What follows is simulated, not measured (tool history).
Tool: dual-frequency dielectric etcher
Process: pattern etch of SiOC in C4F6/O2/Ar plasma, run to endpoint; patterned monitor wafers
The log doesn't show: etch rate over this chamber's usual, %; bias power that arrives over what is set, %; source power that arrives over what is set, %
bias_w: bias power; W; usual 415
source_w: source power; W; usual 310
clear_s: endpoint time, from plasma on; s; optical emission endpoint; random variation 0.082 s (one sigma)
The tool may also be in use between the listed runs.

| run | hour | bias_w | source_w | wafers since the last listed run | hours since the last wet clean | hours since the last bias power generator calibration | hours since the last source power generator calibration | hours since the last upper electrode change | incoming incoming film thickness, nm | clear_s |
|---|---|---|---|---|---|---|---|---|---|---|
| 1 | 0.0 | 415 | 310 | 0 | 293.3 | 1975.2 | 4279.1 | 4850.5 | 43.57 | 18.3 |
| 2 | 47.1 | 415 | 310 | 856 | 340.4 | 2022.3 | 4326.2 | 4897.6 | 43.99 | 18.3 |
| 3 | 95.6 | 415 | 250 | 881 | 388.9 | 2070.8 | 4374.7 | 4946.1 | 43.36 | 20.2 |
| 4 | 158.2 | 415 | 250 | 1138 | 451.5 | 2133.4 | 4437.3 | 5008.7 | 43.44 | 20.3 |
|  | 232.7 | wet clean of the chamber |
| 5 | 233.2 | 415 | 310 | 927 | 0.5 | 2208.4 | 4512.3 | 5083.7 | 43.32 | 18.1 |
| 6 | 259.7 | 415 | 310 | 481 | 27.0 | 2234.9 | 4538.8 | 5110.2 | 43.31 | 18.1 |
| 7 | 309.7 | 415 | 330 | 909 | 77.0 | 2284.9 | 4588.8 | 5160.2 | 43.28 | 17.6 |
| 8 | 373.0 | 415 | 330 | 1150 | 140.3 | 2348.2 | 4652.1 | 5223.5 | 43.66 | 17.8 |
| 9 | 440.2 | 415 | 330 | 1221 | 207.5 | 2415.4 | 4719.3 | 5290.7 | 43.30 | 17.8 |
| 10 | 498.3 | 415 | 310 | 1056 | 265.6 | 2473.5 | 4777.4 | 5348.8 | 43.24 | 18.0 |
| 11 | 564.0 | 415 | 310 | 1194 | 331.3 | 2539.2 | 4843.1 | 5414.5 | 43.44 | 18.2 |
|  | 630.7 | bias power generator calibrated |
| 12 | 631.2 | 454 | 310 | 1149 | 398.5 | 0.5 | 4910.3 | 5481.7 | 43.64 | 17.7 |
| 13 | 679.4 | 415 | 310 | 876 | 446.7 | 48.7 | 4958.5 | 5529.9 | 43.77 | 18.3 |
| 14 | 737.0 | 356 | 390 | 1047 | 504.3 | 106.3 | 5016.1 | 5587.5 | 43.56 | 17.3 |
| 15 | 781.8 | 329 | 330 | 814 | 549.1 | 151.1 | 5060.9 | 5632.3 | 43.38 | 18.8 |
|  | 817.7 | source power generator calibrated |
|  | 819.6 | wet clean of the chamber |
| 16 | 838.9 | 415 | 250 | 929 | 19.3 | 208.2 | 21.2 | 5689.4 | 43.46 | 20.2 |
| 17 | 891.3 | 415 | 330 | 952 | 71.7 | 260.6 | 73.6 | 5741.8 | 43.67 | 17.8 |
| 18 | 969.8 | 415 | 380 | 1427 | 150.2 | 339.1 | 152.1 | 5820.3 | 43.53 | 16.6 |
| 19 | 1016.0 | 415 | 310 | 840 | 196.4 | 385.3 | 198.3 | 5866.5 | 43.33 | 18.2 |
|  | 1072.0 | upper electrode replaced |
| 20 | 1076.3 | 415 | 310 | 660 | 256.7 | 445.6 | 258.6 | 4.3 | 43.12 | 18.0 |
| 21 | 1144.7 | 464 | 350 | 1243 | 325.1 | 514.0 | 327.0 | 72.7 | 43.45 | 16.6 |
| 22 | 1183.1 | 312 | 350 | 698 | 363.5 | 552.4 | 365.4 | 111.1 | 43.57 | 18.8 |
| 23 | 1240.8 | 334 | 340 | 1049 | 421.2 | 610.1 | 423.1 | 168.8 | 43.38 | 18.6 |
| 24 | 1268.3 | 351 | 380 | 500 | 448.7 | 637.6 | 450.6 | 196.3 | 43.35 | 17.5 |
| 25 | 1310.6 | 477 | 260 | 769 | 491.0 | 679.9 | 492.9 | 238.6 | 44.01 | 19.1 |
|  | 1365.0 | wet clean of the chamber |
| 26 | 1365.5 | 496 | 250 | 561 | 0.5 | 734.8 | 547.8 | 293.5 | 44.10 | 19.4 |
| 27 | 1414.5 | 415 | 310 | 890 | 49.5 | 783.8 | 596.8 | 342.5 | 43.56 | 18.3 |
| 28 | 1461.5 | 493 | 310 | 854 | 96.5 | 830.8 | 643.8 | 389.5 | 43.34 | 17.2 |
| 29 | 1522.1 | 415 | 290 | 1101 | 157.1 | 891.4 | 704.4 | 450.1 | 43.12 | 18.6 |
| 30 | 1576.6 | 495 | 270 | 990 | 211.6 | 945.9 | 758.9 | 504.6 | 43.65 | 18.5 |
| 31 | 1632.9 | 348 | 360 | 1023 | 267.9 | 1002.2 | 815.2 | 560.9 | 43.52 | 18.0 |
| 32 | 1786.9 | 383 | 240 | 2800 | 421.9 | 1156.2 | 969.2 | 714.9 | 43.40 | 21.1 |
| 33 | 1837.5 | 375 | 270 | 920 | 472.5 | 1206.8 | 1019.8 | 765.5 | 43.21 | 20.0 |
|  | 1888.1 | wet clean of the chamber |
| 34 | 1888.6 | 332 | 380 | 492 | 0.5 | 1257.9 | 1070.9 | 816.6 | 44.08 | 18.0 |
| 35 | 1934.3 | 451 | 310 | 830 | 46.2 | 1303.6 | 1116.6 | 862.3 | 43.05 | 17.6 |
| 36 | 1979.3 | 321 | 250 | 818 | 91.2 | 1348.6 | 1161.6 | 907.3 | 43.40 | 22.1 |

How the hidden state differs across the entries between the runs, from the last listed run before each to the first after it:
Between runs 4 and 5: wet clean of the chamber (hour 232.7)
  no hidden state differs between the two runs
Between runs 11 and 12: bias power generator calibrated (hour 630.7)
  no hidden state differs between the two runs
Between runs 15 and 16: source power generator calibrated (hour 817.7); wet clean of the chamber (hour 819.6)
  no hidden state differs between the two runs
Between runs 19 and 20: upper electrode replaced (hour 1072.0)
  no hidden state differs between the two runs
Between runs 25 and 26: wet clean of the chamber (hour 1365.0)
  no hidden state differs between the two runs
Between runs 33 and 34: wet clean of the chamber (hour 1888.1)
  no hidden state differs between the two runs
